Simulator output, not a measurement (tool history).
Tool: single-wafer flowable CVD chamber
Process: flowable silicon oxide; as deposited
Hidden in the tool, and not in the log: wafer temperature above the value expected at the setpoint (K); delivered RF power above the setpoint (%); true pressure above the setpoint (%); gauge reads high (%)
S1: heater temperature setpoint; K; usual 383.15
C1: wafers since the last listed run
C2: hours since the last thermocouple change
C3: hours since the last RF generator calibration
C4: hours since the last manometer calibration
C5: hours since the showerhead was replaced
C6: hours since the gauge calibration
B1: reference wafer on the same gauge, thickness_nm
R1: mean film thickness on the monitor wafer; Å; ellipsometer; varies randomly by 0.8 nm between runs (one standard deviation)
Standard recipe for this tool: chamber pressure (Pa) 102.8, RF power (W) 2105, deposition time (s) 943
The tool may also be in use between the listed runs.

{"run": 1, "hour": 0.0, "S1": 383.15, "chamber pressure (Pa)": 102.8, "RF power (W)": 2105, "deposition time (s)": 904, "C1": 0, "C2": 214.9, "C3": 718.1, "C4": 717.6, "C5": 3891.4, "C6": 1068.6, "B1": 403.977, "R1": 3373.27}
{"run": 2, "hour": 25.9, "S1": 383.15, "chamber pressure (Pa)": 102.8, "RF power (W)": 2105, "deposition time (s)": 904, "C1": 74, "C2": 240.8, "C3": 744, "C4": 743.5, "C5": 3917.3, "C6": 1094.5, "B1": 404.098, "R1": 3353.72}
{"run": 3, "hour": 90.4, "S1": 383.15, "chamber pressure (Pa)": 102.8, "RF power (W)": 2105, "deposition time (s)": 904, "C1": 185, "C2": 305.3, "C3": 808.5, "C4": 808, "C5": 3981.8, "C6": 1159, "B1": 404.199, "R1": 3365.65}
{"hour": 105.6, "done": "thermocouple changed; heater temperature recalibrated, repeated, since the last time left the tool worse"}
{"run": 4, "hour": 141.6, "S1": 383.15, "chamber pressure (Pa)": 82.9, "RF power (W)": 2105, "deposition time (s)": 983, "C1": 124, "C2": 36, "C3": 859.7, "C4": 859.2, "C5": 4033, "C6": 1210.2, "B1": 403.92, "R1": 3068.47}
{"run": 5, "hour": 180.5, "S1": 383.15, "chamber pressure (Pa)": 124.9, "RF power (W)": 2215, "deposition time (s)": 943, "C1": 111, "C2": 74.9, "C3": 898.6, "C4": 898.1, "C5": 4071.9, "C6": 1249.1, "B1": 403.89, "R1": 4427.93}
{"run": 6, "hour": 252.3, "S1": 392.15, "chamber pressure (Pa)": 85.7, "RF power (W)": 2470, "deposition time (s)": 943, "C1": 206, "C2": 146.7, "C3": 970.4, "C4": 969.9, "C5": 4143.7, "C6": 1320.9, "B1": 403.938, "R1": 2280.36}
{"run": 7, "hour": 290.1, "S1": 390.15, "chamber pressure (Pa)": 126.1, "RF power (W)": 2235, "deposition time (s)": 877, "C1": 108, "C2": 184.5, "C3": 1008.2, "C4": 1007.7, "C5": 4181.5, "C6": 1358.7, "B1": 403.915, "R1": 3265.07}
{"run": 8, "hour": 338.8, "S1": 387.15, "chamber pressure (Pa)": 102.8, "RF power (W)": 1705, "deposition time (s)": 943, "C1": 139, "C2": 233.2, "C3": 1056.9, "C4": 1056.4, "C5": 4230.2, "C6": 1407.4, "B1": 403.93, "R1": 3032.61}
{"hour": 376.1, "done": "showerhead replaced"}
{"run": 9, "hour": 459.6, "S1": 395.15, "chamber pressure (Pa)": 90.9, "RF power (W)": 1975, "deposition time (s)": 873, "C1": 324, "C2": 354, "C3": 1177.7, "C4": 1177.2, "C5": 83.5, "C6": 1528.2, "B1": 404.079, "R1": 1974.21}
{"hour": 478.4, "done": "gauge calibrated"}
{"run": 10, "hour": 492.3, "S1": 390.15, "chamber pressure (Pa)": 102.8, "RF power (W)": 2105, "deposition time (s)": 943, "C1": 93, "C2": 386.7, "C3": 1210.4, "C4": 1209.9, "C5": 116.2, "C6": 13.9, "B1": 403.913, "R1": 2848.4}
{"hour": 538.1, "done": "capacitance manometer re-zeroed and calibrated"}
{"run": 11, "hour": 538.6, "S1": 383.15, "chamber pressure (Pa)": 102.8, "RF power (W)": 2105, "deposition time (s)": 943, "C1": 110, "C2": 433, "C3": 1256.7, "C4": 0.5, "C5": 162.5, "C6": 60.2, "B1": 404.227, "R1": 3616.7}
{"run": 12, "hour": 559.2, "S1": 383.15, "chamber pressure (Pa)": 88.5, "RF power (W)": 2105, "deposition time (s)": 943, "C1": 59, "C2": 453.6, "C3": 1277.3, "C4": 21.1, "C5": 183.1, "C6": 80.8, "B1": 404.117, "R1": 3118.32}
{"run": 13, "hour": 626.6, "S1": 383.15, "chamber pressure (Pa)": 78.8, "RF power (W)": 2105, "deposition time (s)": 943, "C1": 193, "C2": 521, "C3": 1344.7, "C4": 88.5, "C5": 250.5, "C6": 148.2, "B1": 403.999, "R1": 2805.43}
{"run": 14, "hour": 690.4, "S1": 383.15, "chamber pressure (Pa)": 127.9, "RF power (W)": 1705, "deposition time (s)": 943, "C1": 183, "C2": 584.8, "C3": 1408.5, "C4": 152.3, "C5": 314.3, "C6": 212, "B1": 404.045, "R1": 4284.34}
{"run": 15, "hour": 751.4, "S1": 383.15, "chamber pressure (Pa)": 102.8, "RF power (W)": 2105, "deposition time (s)": 943, "C1": 175, "C2": 645.8, "C3": 1469.5, "C4": 213.3, "C5": 375.3, "C6": 273, "B1": 404.066, "R1": 3596.18}
{"run": 16, "hour": 812.5, "S1": 383.15, "chamber pressure (Pa)": 112.7, "RF power (W)": 2105, "deposition time (s)": 943, "C1": 175, "C2": 706.9, "C3": 1530.6, "C4": 274.4, "C5": 436.4, "C6": 334.1, "B1": 403.842, "R1": 3949.19}
{"run": 17, "hour": 855.2, "S1": 383.15, "chamber pressure (Pa)": 120.8, "RF power (W)": 2105, "deposition time (s)": 771, "C1": 122, "C2": 749.6, "C3": 1573.3, "C4": 317.1, "C5": 479.1, "C6": 376.8, "B1": 404.02, "R1": 3433.92}
{"run": 18, "hour": 906.7, "S1": 383.15, "chamber pressure (Pa)": 102.8, "RF power (W)": 2105, "deposition time (s)": 904, "C1": 148, "C2": 801.1, "C3": 1624.8, "C4": 368.6, "C5": 530.6, "C6": 428.3, "B1": 403.776, "R1": 3456.4}
{"hour": 916.8, "done": "RF generator calibrated"}
{"run": 19, "hour": 967.3, "S1": 383.15, "chamber pressure (Pa)": 102.8, "RF power (W)": 2105, "deposition time (s)": 904, "C1": 151, "C2": 861.7, "C3": 50.5, "C4": 429.2, "C5": 591.2, "C6": 488.9, "B1": 404.008, "R1": 3436.37}
{"run": 20, "hour": 1008.9, "S1": 389.15, "chamber pressure (Pa)": 102.8, "RF power (W)": 2105, "deposition time (s)": 943, "C1": 119, "C2": 903.3, "C3": 92.1, "C4": 470.8, "C5": 632.8, "C6": 530.5, "B1": 403.702, "R1": 2921.33}
{"run": 21, "hour": 1075.1, "S1": 395.15, "chamber pressure (Pa)": 128.1, "RF power (W)": 2360, "deposition time (s)": 943, "C1": 190, "C2": 969.5, "C3": 158.3, "C4": 537, "C5": 699, "C6": 596.7, "B1": 404.124, "R1": 3046.64}
{"run": 22, "hour": 1131.6, "S1": 387.15, "chamber pressure (Pa)": 102.8, "RF power (W)": 2300, "deposition time (s)": 943, "C1": 162, "C2": 1026, "C3": 214.8, "C4": 593.5, "C5": 755.5, "C6": 653.2, "B1": 403.955, "R1": 3163.27}
{"run": 23, "hour": 1189.1, "S1": 383.15, "chamber pressure (Pa)": 102.8, "RF power (W)": 2105, "deposition time (s)": 904, "C1": 165, "C2": 1083.5, "C3": 272.3, "C4": 651, "C5": 813, "C6": 710.7, "B1": 404.106, "R1": 3426.75}
{"run": 24, "hour": 1236.4, "S1": 383.15, "chamber pressure (Pa)": 102.8, "RF power (W)": 2105, "deposition time (s)": 943, "C1": 135, "C2": 1130.8, "C3": 319.6, "C4": 698.3, "C5": 860.3, "C6": 758, "B1": 403.872, "R1": 3587.76}
{"run": 25, "hour": 1267.6, "S1": 383.15, "chamber pressure (Pa)": 102.8, "RF power (W)": 2105, "deposition time (s)": 943, "C1": 89, "C2": 1162, "C3": 350.8, "C4": 729.5, "C5": 891.5, "C6": 789.2, "B1": 404.045, "R1": 3575.47}
{"run": 26, "hour": 1300.0, "S1": 383.15, "chamber pressure (Pa)": 102.8, "RF power (W)": 2295, "deposition time (s)": 943, "C1": 93, "C2": 1194.4, "C3": 383.2, "C4": 761.9, "C5": 923.9, "C6": 821.6, "B1": 403.786, "R1": 3632.6}
{"run": 27, "hour": 1361.0, "S1": 396.15, "chamber pressure (Pa)": 102.8, "RF power (W)": 2400, "deposition time (s)": 943, "C1": 175, "C2": 1255.4, "C3": 444.2, "C4": 822.9, "C5": 984.9, "C6": 882.6, "B1": 404.031, "R1": 2385.39}
{"run": 28, "hour": 1412.8, "S1": 383.15, "chamber pressure (Pa)": 102.8, "RF power (W)": 2105, "deposition time (s)": 943, "C1": 148, "C2": 1307.2, "C3": 496, "C4": 874.7, "C5": 1036.7, "C6": 934.4, "B1": 404.07, "R1": 3578.67}

For each run, what was the tool's unlogged condition?
delivered RF power above the setpoint (%): 0 at every run
true pressure above the setpoint (%): 0 at every run
gauge reads high (%): 0 at every run
H1: wafer temperature above the value expected at the setpoint (K)
run=1 H1=0.939
run=2 H1=0.946
run=3 H1=0.965
run=4 H1=0.0141
run=5 H1=0.0256
run=6 H1=0.0468
run=7 H1=0.0579
run=8 H1=0.0723
run=9 H1=0.108
run=10 H1=0.118
run=11 H1=0.131
run=12 H1=0.137
run=13 H1=0.157
run=14 H1=0.176
run=15 H1=0.194
run=16 H1=0.212
run=17 H1=0.225
run=18 H1=0.24
run=19 H1=0.258
run=20 H1=0.27
run=21 H1=0.29
run=22 H1=0.306
run=23 H1=0.323
run=24 H1=0.337
run=25 H1=0.346
run=26 H1=0.356
run=27 H1=0.374
run=28 H1=0.389

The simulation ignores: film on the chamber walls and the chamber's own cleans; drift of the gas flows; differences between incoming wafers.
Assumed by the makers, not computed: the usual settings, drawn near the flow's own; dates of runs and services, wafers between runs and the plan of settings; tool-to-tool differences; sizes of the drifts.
